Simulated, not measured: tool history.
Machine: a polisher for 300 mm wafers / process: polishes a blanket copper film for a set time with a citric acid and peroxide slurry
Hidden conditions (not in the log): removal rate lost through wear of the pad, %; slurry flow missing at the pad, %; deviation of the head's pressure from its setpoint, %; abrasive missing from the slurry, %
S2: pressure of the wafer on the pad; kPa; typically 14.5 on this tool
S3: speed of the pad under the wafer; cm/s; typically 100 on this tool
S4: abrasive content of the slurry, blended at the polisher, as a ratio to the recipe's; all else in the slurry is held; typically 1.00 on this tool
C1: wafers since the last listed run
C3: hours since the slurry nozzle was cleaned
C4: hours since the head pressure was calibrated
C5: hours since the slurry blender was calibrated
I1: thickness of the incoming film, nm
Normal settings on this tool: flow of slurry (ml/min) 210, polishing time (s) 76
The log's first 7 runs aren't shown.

{"run": 8, "hour": 375.1, "flow of slurry (ml/min)": 210, "S2": 14.5, "S3": 100, "S4": 1.0, "polishing time (s)": 91, "C1": 501, "wafers polished on this pad": 628, "C3": 641.3, "C4": 363.3, "C5": 537.1, "I1": 859.8, "film removed (nm)": 111.9}
{"run": 9, "hour": 411.2, "flow of slurry (ml/min)": 210, "S2": 14.5, "S3": 100, "S4": 1.1, "polishing time (s)": 76, "C1": 326, "wafers polished on this pad": 954, "C3": 677.4, "C4": 399.4, "C5": 573.2, "I1": 861.1, "film removed (nm)": 93.7}
{"hour": 414.9, "done": "slurry blender recalibrated"}
{"run": 10, "hour": 458.0, "flow of slurry (ml/min)": 210, "S2": 18.6, "S3": 100, "S4": 1.0, "polishing time (s)": 64, "C1": 404, "wafers polished on this pad": 1359, "C3": 724.2, "C4": 446.2, "C5": 43.1, "I1": 863.8, "film removed (nm)": 95.7}
{"run": 11, "hour": 484.3, "flow of slurry (ml/min)": 210, "S2": 14.5, "S3": 100, "S4": 1.0, "polishing time (s)": 76, "C1": 237, "wafers polished on this pad": 1597, "C3": 750.5, "C4": 472.5, "C5": 69.4, "I1": 854.8, "film removed (nm)": 91.7}
{"hour": 500.9, "done": "slurry nozzle cleaned"}
{"run": 12, "hour": 538.8, "flow of slurry (ml/min)": 210, "S2": 14.5, "S3": 80, "S4": 1.0, "polishing time (s)": 84, "C1": 483, "wafers polished on this pad": 2080, "C3": 37.9, "C4": 527.0, "C5": 123.9, "I1": 878.2, "film removed (nm)": 85.8}
{"run": 13, "hour": 605.9, "flow of slurry (ml/min)": 185, "S2": 12.4, "S3": 100, "S4": 1.0, "polishing time (s)": 91, "C1": 606, "wafers polished on this pad": 2686, "C3": 105.0, "C4": 594.1, "C5": 191.0, "I1": 872.5, "film removed (nm)": 91.3}
{"run": 14, "hour": 659.2, "flow of slurry (ml/min)": 210, "S2": 15.9, "S3": 100, "S4": 1.3, "polishing time (s)": 76, "C1": 481, "wafers polished on this pad": 3168, "C3": 158.3, "C4": 647.4, "C5": 244.3, "I1": 856.1, "film removed (nm)": 103.2}
{"run": 15, "hour": 702.5, "flow of slurry (ml/min)": 210, "S2": 14.5, "S3": 100, "S4": 1.0, "polishing time (s)": 76, "C1": 391, "wafers polished on this pad": 3559, "C3": 201.6, "C4": 690.7, "C5": 287.6, "I1": 850.6, "film removed (nm)": 89.7}
{"run": 16, "hour": 767.4, "flow of slurry (ml/min)": 210, "S2": 14.5, "S3": 100, "S4": 1.0, "polishing time (s)": 76, "C1": 586, "wafers polished on this pad": 4146, "C3": 266.5, "C4": 755.6, "C5": 352.5, "I1": 866.0, "film removed (nm)": 88.9}
{"hour": 789.9, "done": "head pressure recalibrated"}
{"run": 17, "hour": 814.1, "flow of slurry (ml/min)": 260, "S2": 11.7, "S3": 88, "S4": 1.0, "polishing time (s)": 76, "C1": 403, "wafers polished on this pad": 4549, "C3": 313.2, "C4": 24.2, "C5": 399.2, "I1": 866.5, "film removed (nm)": 73.2}
{"hour": 850.1, "done": "worn pad replaced by a new one"}
{"hour": 967.0, "done": "slurry blender recalibrated"}
{"run": 18, "hour": 1015.8, "flow of slurry (ml/min)": 210, "S2": 14.5, "S3": 100, "S4": 1.0, "polishing time (s)": 76, "C1": 1768, "wafers polished on this pad": 1479, "C3": 514.9, "C4": 225.9, "C5": 48.8, "I1": 852.7, "film removed (nm)": 91.3}
{"run": 19, "hour": 1078.0, "flow of slurry (ml/min)": 210, "S2": 14.5, "S3": 100, "S4": 1.0, "polishing time (s)": 88, "C1": 562, "wafers polished on this pad": 2041, "C3": 577.1, "C4": 288.1, "C5": 111.0, "I1": 872.0, "film removed (nm)": 104.4}
{"run": 20, "hour": 1119.2, "flow of slurry (ml/min)": 210, "S2": 14.5, "S3": 100, "S4": 1.0, "polishing time (s)": 76, "C1": 372, "wafers polished on this pad": 2413, "C3": 618.3, "C4": 329.3, "C5": 152.2, "I1": 856.8, "film removed (nm)": 89.4}
{"run": 21, "hour": 1169.1, "flow of slurry (ml/min)": 210, "S2": 14.5, "S3": 100, "S4": 1.0, "polishing time (s)": 90, "C1": 450, "wafers polished on this pad": 2864, "C3": 668.2, "C4": 379.2, "C5": 202.1, "I1": 861.6, "film removed (nm)": 104.0}
{"hour": 1177.1, "done": "slurry nozzle cleaned"}
{"run": 22, "hour": 1223.8, "flow of slurry (ml/min)": 210, "S2": 14.5, "S3": 100, "S4": 1.0, "polishing time (s)": 76, "C1": 485, "wafers polished on this pad": 3349, "C3": 46.7, "C4": 433.9, "C5": 256.8, "I1": 853.7, "film removed (nm)": 88.0}
{"run": 23, "hour": 1359.1, "flow of slurry (ml/min)": 210, "S2": 14.5, "S3": 100, "S4": 1.0, "polishing time (s)": 76, "C1": 1222, "wafers polished on this pad": 4572, "C3": 182.0, "C4": 569.2, "C5": 392.1, "I1": 864.5, "film removed (nm)": 87.9}
{"run": 24, "hour": 1414.6, "flow of slurry (ml/min)": 210, "S2": 16.5, "S3": 100, "S4": 0.75, "polishing time (s)": 63, "C1": 501, "wafers polished on this pad": 5073, "C3": 237.5, "C4": 624.7, "C5": 447.6, "I1": 859.3, "film removed (nm)": 75.2}
{"hour": 1431.3, "done": "worn pad replaced by a new one"}
{"run": 25, "hour": 1465.5, "flow of slurry (ml/min)": 145, "S2": 14.5, "S3": 100, "S4": 1.25, "polishing time (s)": 76, "C1": 423, "wafers polished on this pad": 309, "C3": 288.4, "C4": 675.6, "C5": 498.5, "I1": 849.9, "film removed (nm)": 84.5}
{"hour": 1468.2, "done": "slurry blender recalibrated"}
{"run": 26, "hour": 1500.2, "flow of slurry (ml/min)": 210, "S2": 16.5, "S3": 100, "S4": 1.0, "polishing time (s)": 87, "C1": 295, "wafers polished on this pad": 604, "C3": 323.1, "C4": 710.3, "C5": 32.0, "I1": 850.9, "film removed (nm)": 113.3}
{"run": 27, "hour": 1559.7, "flow of slurry (ml/min)": 155, "S2": 14.5, "S3": 120, "S4": 1.15, "polishing time (s)": 89, "C1": 537, "wafers polished on this pad": 1142, "C3": 382.6, "C4": 769.8, "C5": 91.5, "I1": 847.6, "film removed (nm)": 113.6}

For run 28, what comes out?
{"hour": 1569.9, "done": "head pressure recalibrated"}
{"run": 28, "hour": 1630.2, "flow of slurry (ml/min)": 210, "S2": 14.5, "S3": 100, "S4": 1.0, "polishing time (s)": 76, "C1": 618, "wafers polished on this pad": 1761, "C3": 453.1, "C4": 60.3, "C5": 162.0, "I1": 856.1, "film removed (nm)": "?"}

{"run 28": {"film removed (nm)": 94.4}}
Without the tool's hidden state the same run would have given film removed (nm) 97.9.
